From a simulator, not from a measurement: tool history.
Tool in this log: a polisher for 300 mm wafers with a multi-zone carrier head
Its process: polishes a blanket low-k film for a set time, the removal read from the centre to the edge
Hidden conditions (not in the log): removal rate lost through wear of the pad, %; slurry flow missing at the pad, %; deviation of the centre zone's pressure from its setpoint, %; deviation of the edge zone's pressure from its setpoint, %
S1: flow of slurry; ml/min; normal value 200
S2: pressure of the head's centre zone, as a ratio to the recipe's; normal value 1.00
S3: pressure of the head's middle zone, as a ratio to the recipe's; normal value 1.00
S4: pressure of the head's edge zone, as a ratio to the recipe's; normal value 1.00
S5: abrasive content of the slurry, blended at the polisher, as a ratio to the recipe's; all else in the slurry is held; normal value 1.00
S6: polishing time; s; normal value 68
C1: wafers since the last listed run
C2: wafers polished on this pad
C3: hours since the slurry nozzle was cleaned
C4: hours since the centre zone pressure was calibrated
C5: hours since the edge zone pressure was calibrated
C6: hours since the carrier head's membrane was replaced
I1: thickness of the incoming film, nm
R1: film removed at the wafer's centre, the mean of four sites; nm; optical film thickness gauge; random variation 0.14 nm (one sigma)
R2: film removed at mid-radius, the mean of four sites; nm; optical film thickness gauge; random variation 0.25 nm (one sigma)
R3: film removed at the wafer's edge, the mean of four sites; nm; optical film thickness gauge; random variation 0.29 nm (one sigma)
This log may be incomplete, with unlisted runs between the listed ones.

run,hour,S1,S2,S3,S4,S5,S6,C1,C2,C3,C4,C5,C6,I1,R1,R2,R3
1,0.0,200,0.96,1.00,1.00,1.00,68,0,580,551.5,171.4,0.5,1163.0,415.6,19.5,20.6,20.4
2,8.2,200,1.00,1.00,1.00,1.00,68,88,669,559.7,179.6,8.7,1171.2,402.3,20.2,20.3,19.9
3,25.8,200,1.00,1.00,1.00,1.00,68,189,859,577.3,197.2,26.3,1188.8,411.2,19.9,19.8,20.4
# hour 43.7: worn pad replaced by a new one
4,44.2,200,1.00,1.00,1.00,1.00,68,155,5,595.7,215.6,44.7,1207.2,411.4,21.2,22.0,21.5
5,47.9,200,1.00,1.00,1.00,1.00,68,39,45,599.4,219.3,48.4,1210.9,410.7,21.2,21.0,21.3
# hour 65.4: slurry nozzle cleaned
6,67.1,200,1.00,1.00,1.06,0.90,68,196,241,1.7,238.5,67.6,1230.1,402.2,19.8,20.0,20.8
7,76.1,200,1.00,1.00,1.00,1.00,68,97,339,10.7,247.5,76.6,1239.1,411.3,20.1,20.8,20.3
8,83.0,200,1.00,1.00,1.00,1.00,68,74,413,17.6,254.4,83.5,1246.0,413.1,20.1,20.3,20.5
# hour 95.5: carrier head's membrane replaced by a new one
9,96.0,200,1.00,0.92,0.90,1.00,68,86,499,30.6,267.4,96.5,0.5,410.5,20.0,19.1,19.0
10,100.6,200,1.00,1.00,0.89,1.00,68,49,549,35.2,272.0,101.1,5.1,412.6,19.9,20.5,18.7
11,117.5,200,1.00,1.00,1.00,0.70,68,182,731,52.1,288.9,118.0,22.0,407.7,17.1,17.9,17.4
12,128.4,200,1.12,1.00,1.00,0.75,59,117,849,63.0,299.8,128.9,32.9,410.3,16.6,15.3,15.4
# hour 134.9: centre zone pressure recalibrated
13,135.4,200,1.00,1.00,1.00,1.00,68,53,903,70.0,0.5,135.9,39.9,412.0,19.6,19.9,19.6
# hour 148.6: worn pad replaced by a new one
14,149.1,200,1.00,1.00,1.00,1.00,68,104,5,83.7,14.2,149.6,53.6,416.3,21.4,22.0,21.6
15,159.2,230,0.90,1.00,1.11,1.00,68,109,114,93.8,24.3,159.7,63.7,414.9,19.7,21.8,22.5
16,167.6,200,1.00,1.10,1.00,1.00,68,90,204,102.2,32.7,168.1,72.1,412.5,20.7,22.8,20.7
17,185.5,265,1.07,0.96,1.00,1.00,47,193,397,120.1,50.6,186.0,90.0,410.7,15.6,14.0,14.6
18,194.4,200,1.00,1.00,1.00,1.00,68,96,493,129.0,59.5,194.9,98.9,417.1,20.2,20.3,20.3
19,209.1,225,0.96,1.00,1.00,1.00,83,158,652,143.7,74.2,209.6,113.6,413.4,24.3,25.5,25.2
# hour 238.3: worn pad replaced by a new one
20,239.6,200,1.00,1.00,1.05,1.00,68,286,13,174.2,104.7,240.1,144.1,403.5,21.3,21.7,22.3
21,254.1,220,0.91,1.00,1.11,0.70,68,156,170,188.7,119.2,254.6,158.6,413.5,16.8,18.5,19.6

What differs in the tool's unlogged condition from the final listed run ahead of each entry between runs to the first listed run following it?
Logged between run 3 and run 4: worn pad replaced by a new one (hour 43.7)
  removal rate lost through wear of the pad, %: 7.67 -> 1.29
  measured less the result without the state, R1: -1.7 -> -0.3 nm; R2: -1.6 -> -0.3 nm; R3: -1.7 -> -0.2 nm
Logged between run 5 and run 6: slurry nozzle cleaned (hour 65.4)
  removal rate lost through wear of the pad, %: 2.13 -> 5.19
  measured less the result without the state, R1: -0.5 -> -1.1 nm; R2: -0.5 -> -1.1 nm; R3: -0.5 -> -1.1 nm
Logged between run 8 and run 9: carrier head's membrane replaced by a new one (hour 95.5)
  removal rate lost through wear of the pad, %: 6.64 -> 7.39
  measured less the result without the state, R1: -1.4 -> -1.6 nm; R2: -1.5 -> -1.5 nm; R3: -1.5 -> -1.5 nm
Logged between run 12 and run 13: centre zone pressure recalibrated (hour 134.9)
  removal rate lost through wear of the pad, %: 8.34 -> 8.45
  measured less the result without the state, R1: -1.6 -> -1.8 nm; R2: -1.4 -> -1.8 nm; R3: -1.4 -> -1.8 nm
Logged between run 13 and run 14: worn pad replaced by a new one (hour 148.6)
  removal rate lost through wear of the pad, %: 8.45 -> 0.299
  measured less the result without the state, R1: -1.8 -> +0.0 nm; R2: -1.8 -> -0.1 nm; R3: -1.8 -> -0.1 nm
Logged between run 19 and run 20: worn pad replaced by a new one (hour 238.3)
  removal rate lost through wear of the pad, %: 6.75 -> 0.798
  measured less the result without the state, R1: -1.7 -> -0.2 nm; R2: -1.8 -> -0.2 nm; R3: -1.8 -> -0.2 nm
